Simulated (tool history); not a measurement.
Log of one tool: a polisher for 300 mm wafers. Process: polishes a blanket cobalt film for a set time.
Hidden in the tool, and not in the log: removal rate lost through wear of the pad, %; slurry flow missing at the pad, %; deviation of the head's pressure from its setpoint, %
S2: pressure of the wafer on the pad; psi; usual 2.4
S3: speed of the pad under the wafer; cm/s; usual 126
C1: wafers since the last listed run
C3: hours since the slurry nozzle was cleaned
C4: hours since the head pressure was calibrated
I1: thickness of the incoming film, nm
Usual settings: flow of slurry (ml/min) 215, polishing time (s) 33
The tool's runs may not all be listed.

run 1 day=0.000 | flow_of_slurry_(ml/min)=215 S2=2.4 S3=126 polishing_time_(s)=33 | C1=0 wafers_polished_on_this_pad=1589 C3=260.2 C4=25.6 | I1=1606.1 | film_removed_(nm)=249.4
run 2 day=3.033 | flow_of_slurry_(ml/min)=215 S2=2.4 S3=126 polishing_time_(s)=30 | C1=486 wafers_polished_on_this_pad=2075 C3=333.0 C4=98.4 | I1=1560.4 | film_removed_(nm)=219.7
-- day=3.488 worn pad replaced by a new one
run 3 day=6.075 | flow_of_slurry_(ml/min)=215 S2=2.4 S3=126 polishing_time_(s)=30 | C1=461 wafers_polished_on_this_pad=415 C3=406.0 C4=171.4 | I1=1575.8 | film_removed_(nm)=237.6
run 4 day=10.342 | flow_of_slurry_(ml/min)=215 S2=2.0 S3=126 polishing_time_(s)=33 | C1=684 wafers_polished_on_this_pad=1099 C3=508.4 C4=273.8 | I1=1586.3 | film_removed_(nm)=211.1
run 5 day=13.862 | flow_of_slurry_(ml/min)=215 S2=2.0 S3=126 polishing_time_(s)=33 | C1=564 wafers_polished_on_this_pad=1664 C3=592.9 C4=358.3 | I1=1574.4 | film_removed_(nm)=205.4
run 6 day=15.425 | flow_of_slurry_(ml/min)=215 S2=2.0 S3=126 polishing_time_(s)=33 | C1=250 wafers_polished_on_this_pad=1915 C3=630.4 C4=395.8 | I1=1577.1 | film_removed_(nm)=200.5
-- day=17.100 slurry nozzle cleaned
-- day=17.808 worn pad replaced by a new one
run 7 day=18.150 | flow_of_slurry_(ml/min)=215 S2=2.4 S3=126 polishing_time_(s)=33 | C1=403 wafers_polished_on_this_pad=55 C3=25.2 C4=461.2 | I1=1553.5 | film_removed_(nm)=267.2
run 8 day=20.675 | flow_of_slurry_(ml/min)=215 S2=2.4 S3=126 polishing_time_(s)=33 | C1=405 wafers_polished_on_this_pad=460 C3=85.8 C4=521.8 | I1=1585.1 | film_removed_(nm)=256.3
run 9 day=22.292 | flow_of_slurry_(ml/min)=215 S2=2.4 S3=126 polishing_time_(s)=38 | C1=259 wafers_polished_on_this_pad=719 C3=124.6 C4=560.6 | I1=1587.1 | film_removed_(nm)=298.4
-- day=23.821 head pressure recalibrated
run 10 day=23.838 | flow_of_slurry_(ml/min)=215 S2=2.4 S3=126 polishing_time_(s)=38 | C1=234 wafers_polished_on_this_pad=954 C3=161.7 C4=0.4 | I1=1601.0 | film_removed_(nm)=293.1
run 11 day=25.479 | flow_of_slurry_(ml/min)=215 S2=2.4 S3=126 polishing_time_(s)=33 | C1=263 wafers_polished_on_this_pad=1217 C3=201.1 C4=39.8 | I1=1569.6 | film_removed_(nm)=248.5
run 12 day=27.142 | flow_of_slurry_(ml/min)=215 S2=2.4 S3=126 polishing_time_(s)=33 | C1=266 wafers_polished_on_this_pad=1484 C3=241.0 C4=79.7 | I1=1585.6 | film_removed_(nm)=245.2
run 13 day=30.979 | flow_of_slurry_(ml/min)=215 S2=2.4 S3=126 polishing_time_(s)=33 | C1=615 wafers_polished_on_this_pad=2099 C3=333.1 C4=171.8 | I1=1588.0 | film_removed_(nm)=238.2
-- day=32.917 worn pad replaced by a new one
run 14 day=34.883 | flow_of_slurry_(ml/min)=160 S2=2.4 S3=126 polishing_time_(s)=44 | C1=599 wafers_polished_on_this_pad=315 C3=426.8 C4=265.5 | I1=1604.6 | film_removed_(nm)=333.9
run 15 day=37.842 | flow_of_slurry_(ml/min)=245 S2=2.2 S3=126 polishing_time_(s)=33 | C1=474 wafers_polished_on_this_pad=789 C3=497.8 C4=336.5 | I1=1547.7 | film_removed_(nm)=236.7
run 16 day=41.258 | flow_of_slurry_(ml/min)=270 S2=2.4 S3=96 polishing_time_(s)=33 | C1=548 wafers_polished_on_this_pad=1337 C3=579.8 C4=418.5 | I1=1578.8 | film_removed_(nm)=194.2
-- day=42.812 slurry nozzle cleaned
run 17 day=44.225 | flow_of_slurry_(ml/min)=290 S2=2.4 S3=108 polishing_time_(s)=33 | C1=469 wafers_polished_on_this_pad=1806 C3=33.9 C4=489.7 | I1=1585.4 | film_removed_(nm)=207.6
-- day=45.971 head pressure recalibrated
run 18 day=47.588 | flow_of_slurry_(ml/min)=245 S2=2.7 S3=142 polishing_time_(s)=33 | C1=525 wafers_polished_on_this_pad=2332 C3=114.6 C4=38.8 | I1=1605.4 | film_removed_(nm)=292.8
-- day=48.542 worn pad replaced by a new one
run 19 day=51.633 | flow_of_slurry_(ml/min)=155 S2=2.4 S3=86 polishing_time_(s)=33 | C1=622 wafers_polished_on_this_pad=496 C3=211.7 C4=135.9 | I1=1564.5 | film_removed_(nm)=166.1
run 20 day=55.158 | flow_of_slurry_(ml/min)=245 S2=2.2 S3=126 polishing_time_(s)=33 | C1=565 wafers_polished_on_this_pad=1061 C3=296.3 C4=220.5 | I1=1609.6 | film_removed_(nm)=233.9
run 21 day=57.129 | flow_of_slurry_(ml/min)=170 S2=3.0 S3=126 polishing_time_(s)=33 | C1=316 wafers_polished_on_this_pad=1377 C3=343.6 C4=267.8 | I1=1571.0 | film_removed_(nm)=291.4
run 22 day=59.817 | flow_of_slurry_(ml/min)=215 S2=2.4 S3=126 polishing_time_(s)=33 | C1=431 wafers_polished_on_this_pad=1808 C3=408.1 C4=332.3 | I1=1589.7 | film_removed_(nm)=242.9
-- day=64.112 worn pad replaced by a new one
run 23 day=64.133 | flow_of_slurry_(ml/min)=270 S2=2.8 S3=162 polishing_time_(s)=33 | C1=665 wafers_polished_on_this_pad=3 C3=511.7 C4=435.9 | I1=1603.5 | film_removed_(nm)=408.7
-- day=65.629 slurry nozzle cleaned
run 24 day=66.304 | flow_of_slurry_(ml/min)=215 S2=2.0 S3=104 polishing_time_(s)=33 | C1=341 wafers_polished_on_this_pad=344 C3=16.2 C4=488.0 | I1=1608.8 | film_removed_(nm)=182.9
-- day=67.492 head pressure recalibrated
run 25 day=69.129 | flow_of_slurry_(ml/min)=215 S2=2.4 S3=166 polishing_time_(s)=33 | C1=439 wafers_polished_on_this_pad=784 C3=84.0 C4=39.3 | I1=1573.2 | film_removed_(nm)=340.2

Measured less the same run without the tool's hidden state. The same run-to-run variation is in both; the gauge's scatter may not be:
run=1 film_removed_(nm)=-25.3
run=2 film_removed_(nm)=-29.5
run=3 film_removed_(nm)=-5.8
run=4 film_removed_(nm)=-13.7
run=5 film_removed_(nm)=-20.7
run=6 film_removed_(nm)=-23.6
run=7 film_removed_(nm)=-3.6
run=8 film_removed_(nm)=-9.4
run=9 film_removed_(nm)=-15.5
run=10 film_removed_(nm)=-19.6
run=11 film_removed_(nm)=-20.7
run=12 film_removed_(nm)=-24.7
run=13 film_removed_(nm)=-33.9
run=14 film_removed_(nm)=-11.8
run=15 film_removed_(nm)=-15.0
run=16 film_removed_(nm)=-19.0
run=17 film_removed_(nm)=-27.0
run=18 film_removed_(nm)=-49.3
run=19 film_removed_(nm)=-5.6
run=20 film_removed_(nm)=-15.7
run=21 film_removed_(nm)=-25.4
run=22 film_removed_(nm)=-28.0
run=23 film_removed_(nm)=-5.1
run=24 film_removed_(nm)=-5.9
run=25 film_removed_(nm)=-20.1
